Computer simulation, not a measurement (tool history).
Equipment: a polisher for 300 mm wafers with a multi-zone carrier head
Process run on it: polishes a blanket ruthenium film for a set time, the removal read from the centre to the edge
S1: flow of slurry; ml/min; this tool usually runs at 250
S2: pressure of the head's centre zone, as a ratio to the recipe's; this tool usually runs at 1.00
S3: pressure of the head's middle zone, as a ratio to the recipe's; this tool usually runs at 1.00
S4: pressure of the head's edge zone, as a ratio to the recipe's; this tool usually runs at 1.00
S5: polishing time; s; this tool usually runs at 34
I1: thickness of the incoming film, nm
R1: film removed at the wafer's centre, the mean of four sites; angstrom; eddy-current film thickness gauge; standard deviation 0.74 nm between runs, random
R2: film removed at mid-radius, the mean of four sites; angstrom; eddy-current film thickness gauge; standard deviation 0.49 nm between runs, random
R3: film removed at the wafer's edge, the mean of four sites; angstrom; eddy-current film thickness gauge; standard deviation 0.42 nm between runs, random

{"run": 1, "hour": 0.0, "S1": 250, "S2": 0.96, "S3": 1.08, "S4": 1.0, "S5": 34, "I1": 433.9, "R1": 668, "R2": 728, "R3": 680}
{"hour": 80.6, "done": "worn pad replaced by a new one"}
{"run": 2, "hour": 81.1, "S1": 250, "S2": 0.96, "S3": 1.08, "S4": 1.0, "S5": 34, "I1": 426.7, "R1": 655, "R2": 734, "R3": 680}
{"hour": 91.7, "done": "slurry nozzle cleaned"}
{"run": 3, "hour": 105.7, "S1": 250, "S2": 0.96, "S3": 1.08, "S4": 1.0, "S5": 34, "I1": 430.4, "R1": 673, "R2": 729, "R3": 683}
{"run": 4, "hour": 133.9, "S1": 315, "S2": 1.0, "S3": 1.06, "S4": 1.0, "S5": 34, "I1": 427.5, "R1": 704, "R2": 732, "R3": 691}
{"run": 5, "hour": 165.2, "S1": 315, "S2": 1.0, "S3": 1.06, "S4": 1.0, "S5": 34, "I1": 431.0, "R1": 694, "R2": 708, "R3": 671}
{"hour": 183.0, "done": "centre zone pressure recalibrated"}
{"run": 6, "hour": 192.2, "S1": 250, "S2": 1.0, "S3": 1.0, "S4": 1.0, "S5": 34, "I1": 426.1, "R1": 646, "R2": 638, "R3": 642}
{"hour": 196.5, "done": "edge zone pressure recalibrated"}
{"hour": 214.3, "done": "worn pad replaced by a new one"}
{"hour": 217.4, "done": "carrier head's membrane replaced by a new one"}
{"run": 7, "hour": 217.9, "S1": 250, "S2": 1.0, "S3": 1.0, "S4": 1.0, "S5": 34, "I1": 427.3, "R1": 706, "R2": 694, "R3": 687}
{"run": 8, "hour": 236.4, "S1": 250, "S2": 1.0, "S3": 1.0, "S4": 1.0, "S5": 34, "I1": 430.8, "R1": 696, "R2": 694, "R3": 686}
{"run": 9, "hour": 263.5, "S1": 250, "S2": 1.0, "S3": 1.0, "S4": 1.0, "S5": 34, "I1": 431.8, "R1": 682, "R2": 684, "R3": 684}
{"run": 10, "hour": 291.7, "S1": 250, "S2": 1.0, "S3": 1.0, "S4": 1.0, "S5": 34, "I1": 430.8, "R1": 673, "R2": 668, "R3": 662}
{"run": 11, "hour": 327.4, "S1": 185, "S2": 1.1, "S3": 1.07, "S4": 1.0, "S5": 23, "I1": 424.2, "R1": 470, "R2": 446, "R3": 423}
{"hour": 344.4, "done": "worn pad replaced by a new one"}
{"run": 12, "hour": 382.1, "S1": 185, "S2": 1.0, "S3": 0.9, "S4": 1.0, "S5": 34, "I1": 426.3, "R1": 665, "R2": 594, "R3": 663}
{"run": 13, "hour": 398.6, "S1": 250, "S2": 1.0, "S3": 0.96, "S4": 1.0, "S5": 43, "I1": 434.4, "R1": 855, "R2": 814, "R3": 840}
{"run": 14, "hour": 411.1, "S1": 250, "S2": 1.0, "S3": 1.06, "S4": 1.0, "S5": 43, "I1": 433.7, "R1": 844, "R2": 876, "R3": 836}
{"run": 15, "hour": 432.1, "S1": 250, "S2": 1.0, "S3": 1.0, "S4": 0.9, "S5": 34, "I1": 436.2, "R1": 663, "R2": 649, "R3": 617}
{"hour": 460.5, "done": "slurry nozzle cleaned"}
{"run": 16, "hour": 463.0, "S1": 305, "S2": 0.92, "S3": 0.96, "S4": 1.0, "S5": 25, "I1": 429.4, "R1": 436, "R2": 451, "R3": 468}
{"hour": 475.6, "done": "worn pad replaced by a new one"}
{"run": 17, "hour": 519.4, "S1": 250, "S2": 1.0, "S3": 1.0, "S4": 1.0, "S5": 34, "I1": 435.7, "R1": 686, "R2": 684, "R3": 680}
{"run": 18, "hour": 541.3, "S1": 305, "S2": 0.92, "S3": 0.96, "S4": 1.0, "S5": 25, "I1": 435.9, "R1": 458, "R2": 487, "R3": 498}
{"run": 19, "hour": 560.7, "S1": 205, "S2": 1.0, "S3": 0.88, "S4": 1.09, "S5": 34, "I1": 431.8, "R1": 643, "R2": 586, "R3": 675}
{"run": 20, "hour": 583.0, "S1": 160, "S2": 1.0, "S3": 1.0, "S4": 1.0, "S5": 27, "I1": 423.6, "R1": 488, "R2": 487, "R3": 491}

Below are 5 alternative next runs, each starting from the tool's condition after run 20. Predict each:
{"run": "A", "hour": 583.4, "S1": 250, "S2": 1.0, "S3": 1.0, "S4": 1.0, "S5": 34, "I1": 428.4, "R1": "?", "R2": "?", "R3": "?"}
{"run": "B", "hour": 583.4, "S1": 250, "S2": 0.92, "S3": 1.0, "S4": 1.0, "S5": 34, "I1": 428.4, "R1": "?", "R2": "?", "R3": "?"}
{"run": "C", "hour": 583.4, "S1": 220, "S2": 1.0, "S3": 0.89, "S4": 0.94, "S5": 26, "I1": 428.4, "R1": "?", "R2": "?", "R3": "?"}
{"run": "D", "hour": 583.4, "S1": 160, "S2": 1.12, "S3": 1.0, "S4": 1.05, "S5": 30, "I1": 428.4, "R1": "?", "R2": "?", "R3": "?"}
{"run": "E", "hour": 583.4, "S1": 190, "S2": 1.06, "S3": 1.0, "S4": 1.05, "S5": 34, "I1": 428.4, "R1": "?", "R2": "?", "R3": "?"}

run=A R1=646 R2=638 R3=645
run=B R1=594 R2=638 R3=645
run=C R1=487 R2=437 R3=476
run=D R1=605 R2=535 R3=561
run=E R1=664 R2=619 R3=645
The same runs, with their run-to-run variation unchanged, on a tool lacking any hidden condition would have given:
run=A R1=699 R2=690 R3=698
run=B R1=643 R2=690 R3=698
run=C R1=527 R2=473 R3=515
run=D R1=655 R2=579 R3=606
run=E R1=718 R2=670 R3=698

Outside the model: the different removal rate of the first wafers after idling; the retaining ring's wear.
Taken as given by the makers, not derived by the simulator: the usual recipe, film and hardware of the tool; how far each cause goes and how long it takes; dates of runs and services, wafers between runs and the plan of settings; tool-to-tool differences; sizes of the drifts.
